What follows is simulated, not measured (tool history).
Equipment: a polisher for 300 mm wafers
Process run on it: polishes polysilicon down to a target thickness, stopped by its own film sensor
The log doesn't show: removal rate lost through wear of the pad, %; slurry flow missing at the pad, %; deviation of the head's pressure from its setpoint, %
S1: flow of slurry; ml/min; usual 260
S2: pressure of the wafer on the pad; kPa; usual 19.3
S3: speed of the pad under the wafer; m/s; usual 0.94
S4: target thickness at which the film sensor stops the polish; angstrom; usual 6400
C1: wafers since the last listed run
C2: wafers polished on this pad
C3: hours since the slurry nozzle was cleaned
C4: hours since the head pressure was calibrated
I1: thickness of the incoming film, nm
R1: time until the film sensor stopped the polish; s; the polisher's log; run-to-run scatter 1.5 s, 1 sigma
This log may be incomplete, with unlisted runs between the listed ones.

Run 1, day 0: usual settings; C1 0; C2 1454; C3 263.3; C4 1007.9; I1 1313.6. Result: R1 130.5 s.
Run 2, day 1.004: usual settings; C1 359; C2 1814; C3 287.4; C4 1032; I1 1313.6. Result: R1 133.5 s.
Run 3, day 1.638: usual settings but S1 315 ml/min; C1 226; C2 2041; C3 302.6; C4 1047.2; I1 1342. Result: R1 139.1 s.
At day 3.154: worn pad replaced by a new one.
Run 4, day 4.05: usual settings but S1 315 ml/min; C1 804; C2 320; C3 360.5; C4 1105.1; I1 1307.6. Result: R1 118 s.
Run 5, day 4.654: usual settings; C1 216; C2 537; C3 375; C4 1119.6; I1 1312.5. Result: R1 124.2 s.
Run 6, day 6.008: usual settings; C1 484; C2 1022; C3 407.5; C4 1152.1; I1 1316.6. Result: R1 129.8 s.
Run 7, day 7.288: usual settings but S2 15.9 kPa; C1 458; C2 1480; C3 438.2; C4 1182.8; I1 1337.3. Result: R1 166.8 s.
At day 7.829: slurry nozzle cleaned.
Run 8, day 7.942: usual settings; C1 219; C2 1699; C3 2.7; C4 1198.5; I1 1331.4. Result: R1 137.8 s.
At day 8.662: worn pad replaced by a new one.
Run 9, day 9.317: usual settings; C1 432; C2 234; C3 35.7; C4 1231.5; I1 1322. Result: R1 127.6 s.
Run 10, day 10.433: usual settings; C1 399; C2 634; C3 62.5; C4 1258.3; I1 1353. Result: R1 136.9 s.
Run 11, day 12.988: usual settings; C1 914; C2 1548; C3 123.8; C4 1319.6; I1 1342.9. Result: R1 146 s.
Run 12, day 14.183: usual settings; C1 428; C2 1977; C3 152.5; C4 1348.3; I1 1337.1. Result: R1 148.2 s.
At day 15.567: worn pad replaced by a new one.
Run 13, day 15.588: usual settings; C1 443; C2 7; C3 186.2; C4 1382; I1 1345.3. Result: R1 133 s.
Run 14, day 16.012: usual settings; C1 152; C2 159; C3 196.4; C4 1392.2; I1 1305.2. Result: R1 128.7 s.
Run 15, day 17.112: usual settings but S1 175 ml/min, S3 1.14 m/s, S4 4310 angstrom; C1 393; C2 553; C3 222.8; C4 1418.6; I1 1330.4. Result: R1 148.1 s.
Run 16, day 18.125: usual settings; C1 362; C2 916; C3 247.1; C4 1442.9; I1 1348.1. Result: R1 143.1 s.
At day 18.654: head pressure recalibrated.
Run 17, day 18.938: usual settings but S1 325 ml/min, S2 13.1 kPa, S3 0.64 m/s, S4 4240 angstrom; C1 261; C2 1177; C3 266.6; C4 6.8; I1 1323.3. Result: R1 335.7 s.
Run 18, day 19.671: usual settings but S2 17.2 kPa; C1 262; C2 1440; C3 284.2; C4 24.4; I1 1327.3. Result: R1 138.4 s.
Run 19, day 20.317: usual settings but S2 24.8 kPa; C1 231; C2 1671; C3 299.7; C4 39.9; I1 1323.3. Result: R1 99.1 s.
Run 20, day 21.35: usual settings; C1 370; C2 2041; C3 324.5; C4 64.7; I1 1323. Result: R1 126.6 s.
At day 21.938: worn pad replaced by a new one.
Run 21, day 22.604: usual settings but S1 345 ml/min, S3 1.24 m/s; C1 389; C2 238; C3 354.6; C4 94.8; I1 1335.4. Result: R1 87.8 s.
Run 22, day 23.858: usual settings but S1 215 ml/min, S2 24.8 kPa, S3 0.64 m/s; C1 449; C2 687; C3 384.7; C4 124.9; I1 1315.4. Result: R1 137.1 s.
At day 24.062: slurry nozzle cleaned.
Run 23, day 25.312: usual settings but S3 0.72 m/s; C1 505; C2 1193; C3 30; C4 159.8; I1 1344.9. Result: R1 166.9 s.
Run 24, day 26.15: usual settings; C1 299; C2 1493; C3 50.1; C4 179.9; I1 1308.2. Result: R1 125.5 s.
Run 25, day 27.304: usual settings but S1 215 ml/min, S2 15.2 kPa, S3 0.68 m/s; C1 413; C2 1906; C3 77.8; C4 207.6; I1 1339.6. Result: R1 235.4 s.
Run 26, day 28: usual settings but S1 330 ml/min, S4 4350 angstrom; C1 249; C2 2156; C3 94.5; C4 224.3; I1 1338.7. Result: R1 167.1 s.
At day 28.408: worn pad replaced by a new one.
Run 27, day 29.246: usual settings but S1 225 ml/min, S2 22.8 kPa; C1 386; C2 300; C3 124.4; C4 254.2; I1 1327.9. Result: R1 101.7 s.
Run 28, day 30.579: usual settings; C1 477; C2 777; C3 156.4; C4 286.2; I1 1335.9. Result: R1 121.5 s.
Run 29, day 31.908: usual settings; C1 475; C2 1253; C3 188.3; C4 318.1; I1 1312.6. Result: R1 121.4 s.

Below are 4 alternative next runs, each starting from the tool's condition after run 29. Predict each:
Run A, day 31.925: usual settings; C1 5; C2 1259; C3 188.7; C4 318.5; I1 1338.4. Result: R1 ?.
Run B, day 31.925: usual settings but S4 7350 angstrom; C1 5; C2 1259; C3 188.7; C4 318.5; I1 1338.4. Result: R1 ?.
Run C, day 31.925: usual settings but S1 185 ml/min, S4 4900 angstrom; C1 5; C2 1259; C3 188.7; C4 318.5; I1 1338.4. Result: R1 ?.
Run D, day 31.925: usual settings but S3 0.7 m/s; C1 5; C2 1259; C3 188.7; C4 318.5; I1 1338.4. Result: R1 ?.

run     R1
  A  128.3
  B  110.9
  C  159.5
  D  172.3
With no hidden state in the tool, these same runs would have given:
run     R1
  A  115.5
  B   99.8
  C  143.6
  D  155.2
